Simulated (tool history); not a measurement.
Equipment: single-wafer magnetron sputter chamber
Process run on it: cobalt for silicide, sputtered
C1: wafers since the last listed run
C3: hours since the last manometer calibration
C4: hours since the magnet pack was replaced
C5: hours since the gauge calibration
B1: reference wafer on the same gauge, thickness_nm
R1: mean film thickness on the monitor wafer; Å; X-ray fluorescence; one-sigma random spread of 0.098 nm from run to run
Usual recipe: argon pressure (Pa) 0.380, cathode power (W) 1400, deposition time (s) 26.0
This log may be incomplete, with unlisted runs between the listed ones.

run 1 hour=0.0 | argon_pressure_(Pa)=0.380 cathode_power_(W)=1400 deposition_time_(s)=26.0 | C1=0 wafers_on_the_sputter_target=3541 C3=1298.0 C4=6203.7 C5=430.4 | B1=16.530 | R1=170.29
run 2 hour=16.2 | argon_pressure_(Pa)=0.380 cathode_power_(W)=1400 deposition_time_(s)=26.0 | C1=606 wafers_on_the_sputter_target=4147 C3=1314.2 C4=6219.9 C5=446.6 | B1=16.511 | R1=169.18
run 3 hour=31.7 | argon_pressure_(Pa)=0.380 cathode_power_(W)=1400 deposition_time_(s)=26.0 | C1=580 wafers_on_the_sputter_target=4728 C3=1329.7 C4=6235.4 C5=462.1 | B1=16.497 | R1=167.08
run 4 hour=47.2 | argon_pressure_(Pa)=0.380 cathode_power_(W)=1400 deposition_time_(s)=26.0 | C1=580 wafers_on_the_sputter_target=5308 C3=1345.2 C4=6250.9 C5=477.6 | B1=16.475 | R1=166.63
-- hour=56.7 sputter target and shields replaced
run 5 hour=62.3 | argon_pressure_(Pa)=0.380 cathode_power_(W)=1400 deposition_time_(s)=26.0 | C1=265 wafers_on_the_sputter_target=207 C3=1360.3 C4=6266.0 C5=492.7 | B1=16.531 | R1=176.62
run 6 hour=102.4 | argon_pressure_(Pa)=0.380 cathode_power_(W)=1400 deposition_time_(s)=26.0 | C1=1501 wafers_on_the_sputter_target=1709 C3=1400.4 C4=6306.1 C5=532.8 | B1=16.508 | R1=177.78
run 7 hour=119.7 | argon_pressure_(Pa)=0.380 cathode_power_(W)=1400 deposition_time_(s)=21.9 | C1=647 wafers_on_the_sputter_target=2357 C3=1417.7 C4=6323.4 C5=550.1 | B1=16.490 | R1=146.51
-- hour=129.2 magnet pack replaced
run 8 hour=137.2 | argon_pressure_(Pa)=0.380 cathode_power_(W)=1400 deposition_time_(s)=26.0 | C1=355 wafers_on_the_sputter_target=2713 C3=1435.2 C4=8.0 C5=567.6 | B1=16.505 | R1=174.40
run 9 hour=144.5 | argon_pressure_(Pa)=0.380 cathode_power_(W)=1400 deposition_time_(s)=26.0 | C1=273 wafers_on_the_sputter_target=2986 C3=1442.5 C4=15.3 C5=574.9 | B1=16.484 | R1=174.66
run 10 hour=154.1 | argon_pressure_(Pa)=0.380 cathode_power_(W)=1400 deposition_time_(s)=26.0 | C1=359 wafers_on_the_sputter_target=3346 C3=1452.1 C4=24.9 C5=584.5 | B1=16.467 | R1=172.44
run 11 hour=166.6 | argon_pressure_(Pa)=0.380 cathode_power_(W)=1400 deposition_time_(s)=22.2 | C1=468 wafers_on_the_sputter_target=3814 C3=1464.6 C4=37.4 C5=597.0 | B1=16.515 | R1=145.50
-- hour=177.7 capacitance manometer re-zeroed and calibrated
run 12 hour=178.2 | argon_pressure_(Pa)=0.380 cathode_power_(W)=1400 deposition_time_(s)=22.2 | C1=134 wafers_on_the_sputter_target=3949 C3=0.5 C4=49.0 C5=608.6 | B1=16.475 | R1=146.10
-- hour=220.5 sputter target and shields replaced
run 13 hour=221.0 | argon_pressure_(Pa)=0.380 cathode_power_(W)=1400 deposition_time_(s)=30.3 | C1=1303 wafers_on_the_sputter_target=19 C3=43.3 C4=91.8 C5=651.4 | B1=16.515 | R1=204.63
run 14 hour=229.7 | argon_pressure_(Pa)=0.380 cathode_power_(W)=1400 deposition_time_(s)=22.7 | C1=325 wafers_on_the_sputter_target=345 C3=52.0 C4=100.5 C5=660.1 | B1=16.523 | R1=153.94
run 15 hour=283.7 | argon_pressure_(Pa)=0.280 cathode_power_(W)=1300 deposition_time_(s)=21.6 | C1=2022 wafers_on_the_sputter_target=2367 C3=106.0 C4=154.5 C5=714.1 | B1=16.514 | R1=138.65
run 16 hour=294.7 | argon_pressure_(Pa)=0.283 cathode_power_(W)=1650 deposition_time_(s)=22.2 | C1=411 wafers_on_the_sputter_target=2779 C3=117.0 C4=165.5 C5=725.1 | B1=16.458 | R1=182.95
run 17 hour=306.5 | argon_pressure_(Pa)=0.245 cathode_power_(W)=1400 deposition_time_(s)=26.0 | C1=441 wafers_on_the_sputter_target=3221 C3=128.8 C4=177.3 C5=736.9 | B1=16.479 | R1=182.12
run 18 hour=322.4 | argon_pressure_(Pa)=0.228 cathode_power_(W)=1250 deposition_time_(s)=21.6 | C1=595 wafers_on_the_sputter_target=3816 C3=144.7 C4=193.2 C5=752.8 | B1=16.452 | R1=133.78
run 19 hour=340.1 | argon_pressure_(Pa)=0.488 cathode_power_(W)=1500 deposition_time_(s)=28.8 | C1=662 wafers_on_the_sputter_target=4479 C3=162.4 C4=210.9 C5=770.5 | B1=16.508 | R1=194.79
run 20 hour=354.9 | argon_pressure_(Pa)=0.515 cathode_power_(W)=1250 deposition_time_(s)=26.0 | C1=554 wafers_on_the_sputter_target=5033 C3=177.2 C4=225.7 C5=785.3 | B1=16.488 | R1=142.46
-- hour=361.6 gauge calibrated
-- hour=368.4 sputter target and shields replaced
run 21 hour=368.9 | argon_pressure_(Pa)=0.490 cathode_power_(W)=1400 deposition_time_(s)=28.6 | C1=224 wafers_on_the_sputter_target=18 C3=191.2 C4=239.7 C5=7.3 | B1=16.485 | R1=186.81
run 22 hour=379.4 | argon_pressure_(Pa)=0.344 cathode_power_(W)=1400 deposition_time_(s)=26.0 | C1=393 wafers_on_the_sputter_target=411 C3=201.7 C4=250.2 C5=17.8 | B1=16.490 | R1=178.81
run 23 hour=394.7 | argon_pressure_(Pa)=0.380 cathode_power_(W)=1400 deposition_time_(s)=26.0 | C1=572 wafers_on_the_sputter_target=984 C3=217.0 C4=265.5 C5=33.1 | B1=16.504 | R1=177.07
run 24 hour=409.0 | argon_pressure_(Pa)=0.380 cathode_power_(W)=1300 deposition_time_(s)=21.8 | C1=535 wafers_on_the_sputter_target=1519 C3=231.3 C4=279.8 C5=47.4 | B1=16.493 | R1=138.34
run 25 hour=426.0 | argon_pressure_(Pa)=0.290 cathode_power_(W)=1200 deposition_time_(s)=31.1 | C1=636 wafers_on_the_sputter_target=2156 C3=248.3 C4=296.8 C5=64.4 | B1=16.538 | R1=186.15
run 26 hour=443.3 | argon_pressure_(Pa)=0.380 cathode_power_(W)=1400 deposition_time_(s)=26.0 | C1=647 wafers_on_the_sputter_target=2804 C3=265.6 C4=314.1 C5=81.7 | B1=16.499 | R1=174.51
run 27 hour=454.7 | argon_pressure_(Pa)=0.380 cathode_power_(W)=1400 deposition_time_(s)=26.0 | C1=426 wafers_on_the_sputter_target=3231 C3=277.0 C4=325.5 C5=93.1 | B1=16.447 | R1=173.61
run 28 hour=461.8 | argon_pressure_(Pa)=0.318 cathode_power_(W)=1750 deposition_time_(s)=26.0 | C1=265 wafers_on_the_sputter_target=3497 C3=284.1 C4=332.6 C5=100.2 | B1=16.518 | R1=218.87
run 29 hour=474.1 | argon_pressure_(Pa)=0.380 cathode_power_(W)=1400 deposition_time_(s)=26.0 | C1=460 wafers_on_the_sputter_target=3957 C3=296.4 C4=344.9 C5=112.5 | B1=16.460 | R1=172.94
run 30 hour=488.0 | argon_pressure_(Pa)=0.323 cathode_power_(W)=1650 deposition_time_(s)=28.5 | C1=520 wafers_on_the_sputter_target=4478 C3=310.3 C4=358.8 C5=126.4 | B1=16.449 | R1=222.03
-- hour=503.2 sputter target and shields replaced
run 31 hour=503.7 | argon_pressure_(Pa)=0.450 cathode_power_(W)=1100 deposition_time_(s)=26.0 | C1=288 wafers_on_the_sputter_target=18 C3=326.0 C4=374.5 C5=142.1 | B1=16.470 | R1=136.47
run 32 hour=507.3 | argon_pressure_(Pa)=0.431 cathode_power_(W)=1400 deposition_time_(s)=26.0 | C1=134 wafers_on_the_sputter_target=153 C3=329.6 C4=378.1 C5=145.7 | B1=16.469 | R1=174.04
run 33 hour=516.2 | argon_pressure_(Pa)=0.508 cathode_power_(W)=1600 deposition_time_(s)=21.8 | C1=333 wafers_on_the_sputter_target=486 C3=338.5 C4=387.0 C5=154.6 | B1=16.464 | R1=160.30
run 34 hour=531.8 | argon_pressure_(Pa)=0.380 cathode_power_(W)=1400 deposition_time_(s)=26.0 | C1=584 wafers_on_the_sputter_target=1070 C3=354.1 C4=402.6 C5=170.2 | B1=16.566 | R1=178.07
run 35 hour=542.3 | argon_pressure_(Pa)=0.475 cathode_power_(W)=1100 deposition_time_(s)=23.8 | C1=393 wafers_on_the_sputter_target=1464 C3=364.6 C4=413.1 C5=180.7 | B1=16.503 | R1=123.65
run 36 hour=550.7 | argon_pressure_(Pa)=0.292 cathode_power_(W)=1400 deposition_time_(s)=26.0 | C1=314 wafers_on_the_sputter_target=1778 C3=373.0 C4=421.5 C5=189.1 | B1=16.514 | R1=182.23

State the hidden condition of the tool at each of the runs:
true argon pressure above the setpoint (%): 0 on each run
gauge reads high (%): 0 on each run
H1: deposition rate above that of a new target (%)
run=1 H1=-3.73
run=2 H1=-4.64
run=3 H1=-5.66
run=4 H1=-6.8
run=5 H1=-0.571
run=6 H1=-1.14
run=7 H1=-1.65
run=8 H1=-2.34
run=9 H1=-2.68
run=10 H1=-3.17
run=11 H1=-3.88
run=12 H1=-4.62
run=13 H1=-0.775
run=14 H1=-0.799
run=15 H1=-1.87
run=16 H1=-2.29
run=17 H1=-2.81
run=18 H1=-3.63
run=19 H1=-4.71
run=20 H1=-5.74
run=21 H1=-0.56
run=22 H1=-0.594
run=23 H1=-0.75
run=24 H1=-1.01
run=25 H1=-1.47
run=26 H1=-2.1
run=27 H1=-2.61
run=28 H1=-2.96
run=29 H1=-3.63
run=30 H1=-4.49
run=31 H1=-0.219
run=32 H1=-0.224
run=33 H1=-0.266
run=34 H1=-0.444
run=35 H1=-0.639
run=36 H1=-0.839
